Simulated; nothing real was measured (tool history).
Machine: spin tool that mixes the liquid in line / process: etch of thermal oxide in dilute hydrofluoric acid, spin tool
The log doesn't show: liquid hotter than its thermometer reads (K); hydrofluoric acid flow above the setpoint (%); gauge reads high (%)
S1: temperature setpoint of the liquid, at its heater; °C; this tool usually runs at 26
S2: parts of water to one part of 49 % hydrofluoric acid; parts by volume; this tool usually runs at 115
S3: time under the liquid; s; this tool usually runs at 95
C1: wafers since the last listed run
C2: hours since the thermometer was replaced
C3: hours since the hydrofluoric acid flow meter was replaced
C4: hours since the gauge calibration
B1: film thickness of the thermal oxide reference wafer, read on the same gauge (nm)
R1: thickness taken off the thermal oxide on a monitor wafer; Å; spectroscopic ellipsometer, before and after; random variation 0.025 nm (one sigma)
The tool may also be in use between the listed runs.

| run | hour | S1 | S2 | S3 | C1 | C2 | C3 | C4 | B1 | R1 |
|---|---|---|---|---|---|---|---|---|---|---|
| 1 | 0 | 26 | 115 | 95 | 0 | 2120.3 | 384.4 | 966 | 50.008 | 41.46 |
| 2 | 35.2 | 26 | 115 | 95 | 248 | 2155.5 | 419.6 | 1001.2 | 49.962 | 41.22 |
| 3 | 59.5 | 26 | 115 | 50 | 171 | 2179.8 | 443.9 | 1025.5 | 49.981 | 21.74 |
| 4 | 73.4 | 26 | 85 | 95 | 98 | 2193.7 | 457.8 | 1039.4 | 49.979 | 58.11 |
| 5 | 97.3 | 26 | 115 | 95 | 168 | 2217.6 | 481.7 | 1063.3 | 50.03 | 41.78 |
| 6 | 146.6 | 26 | 115 | 95 | 347 | 2266.9 | 531 | 1112.6 | 49.998 | 41.79 |
| 7 | 182.2 | 28 | 115 | 95 | 251 | 2302.5 | 566.6 | 1148.2 | 50 | 44.13 |
|  | 198.7 | gauge calibrated |
| 8 | 212.1 | 28 | 115 | 95 | 210 | 2332.4 | 596.5 | 13.4 | 49.991 | 44.19 |
| 9 | 245.2 | 28 | 115 | 95 | 233 | 2365.5 | 629.6 | 46.5 | 50.004 | 44.58 |
| 10 | 271.2 | 26 | 80 | 95 | 183 | 2391.5 | 655.6 | 72.5 | 50.004 | 61.99 |
| 11 | 286 | 26 | 80 | 95 | 104 | 2406.3 | 670.4 | 87.3 | 49.98 | 62.16 |
| 12 | 309.6 | 26 | 100 | 95 | 166 | 2429.9 | 694 | 110.9 | 49.964 | 48.06 |
| 13 | 343.4 | 26 | 115 | 95 | 238 | 2463.7 | 727.8 | 144.7 | 50.046 | 41.26 |
| 14 | 375 | 29 | 115 | 125 | 222 | 2495.3 | 759.4 | 176.3 | 50.041 | 61.17 |
| 15 | 409.2 | 29.5 | 115 | 95 | 241 | 2529.5 | 793.6 | 210.5 | 49.946 | 46.52 |
| 16 | 434.6 | 26 | 115 | 55 | 179 | 2554.9 | 819 | 235.9 | 50.005 | 24.11 |
|  | 458.3 | thermometer replaced |
| 17 | 460.3 | 26 | 115 | 95 | 174 | 2 | 844.7 | 261.6 | 50.028 | 40.88 |
| 18 | 485.6 | 22 | 165 | 70 | 178 | 27.3 | 870 | 286.9 | 50.03 | 17.29 |
| 19 | 508.8 | 21.5 | 115 | 115 | 163 | 50.5 | 893.2 | 310.1 | 49.973 | 42.46 |
| 20 | 533.5 | 26 | 115 | 40 | 174 | 75.2 | 917.9 | 334.8 | 50.002 | 17.41 |
| 21 | 556.6 | 26 | 80 | 45 | 162 | 98.3 | 941 | 357.9 | 49.963 | 29.26 |
| 22 | 584.8 | 29.5 | 115 | 110 | 198 | 126.5 | 969.2 | 386.1 | 49.937 | 54.65 |
| 23 | 611.4 | 28 | 115 | 95 | 187 | 153.1 | 995.8 | 412.7 | 50.023 | 44.59 |
| 24 | 626.6 | 26 | 165 | 95 | 107 | 168.3 | 1011 | 427.9 | 49.992 | 27.13 |
| 25 | 638.8 | 26 | 115 | 55 | 86 | 180.5 | 1023.2 | 440.1 | 50.028 | 23.64 |
| 26 | 655.6 | 26 | 90 | 145 | 118 | 197.3 | 1040 | 456.9 | 50.001 | 82.95 |
|  | 659.7 | hydrofluoric acid flow meter replaced |
| 27 | 705.5 | 26 | 115 | 95 | 344 | 247.2 | 45.8 | 506.8 | 50.012 | 41.64 |
| 28 | 737.1 | 26 | 115 | 95 | 222 | 278.8 | 77.4 | 538.4 | 49.975 | 41.3 |
| 29 | 766.4 | 29 | 170 | 55 | 206 | 308.1 | 106.7 | 567.7 | 49.994 | 16.93 |
| 30 | 787.5 | 26 | 115 | 45 | 148 | 329.2 | 127.8 | 588.8 | 50.01 | 19.65 |
| 31 | 802.9 | 26 | 115 | 95 | 108 | 344.6 | 143.2 | 604.2 | 50.028 | 41.19 |
| 32 | 836.3 | 29.5 | 155 | 120 | 235 | 378 | 176.6 | 637.6 | 49.998 | 41.94 |
| 33 | 855.6 | 26 | 70 | 55 | 136 | 397.3 | 195.9 | 656.9 | 50.044 | 41.94 |
| 34 | 908.5 | 26 | 115 | 95 | 373 | 450.2 | 248.8 | 709.8 | 49.983 | 41.65 |
| 35 | 931.5 | 22.5 | 55 | 60 | 162 | 473.2 | 271.8 | 732.8 | 49.97 | 51.22 |

3 ways to go on from here, each from the tool as it stands after run 35. What would each give?
| A | 931.9 | 26 | 115 | 60 | 2 | 473.6 | 272.2 | 733.2 | ? | ? |
| B | 931.9 | 28 | 130 | 115 | 2 | 473.6 | 272.2 | 733.2 | ? | ? |
| C | 931.9 | 21.5 | 65 | 95 | 2 | 473.6 | 272.2 | 733.2 | ? | ? |

| run | B1 | R1 |
|---|---|---|
| A | 49.954 | 25.94 |
| B | 49.954 | 46.54 |
| C | 49.954 | 64.57 |
Take away the tool's hidden state, keep each run's random variation, and the runs would have read:
| run | R1 |
|---|---|
| A | 25.94 |
| B | 46.54 |
| C | 64.57 |

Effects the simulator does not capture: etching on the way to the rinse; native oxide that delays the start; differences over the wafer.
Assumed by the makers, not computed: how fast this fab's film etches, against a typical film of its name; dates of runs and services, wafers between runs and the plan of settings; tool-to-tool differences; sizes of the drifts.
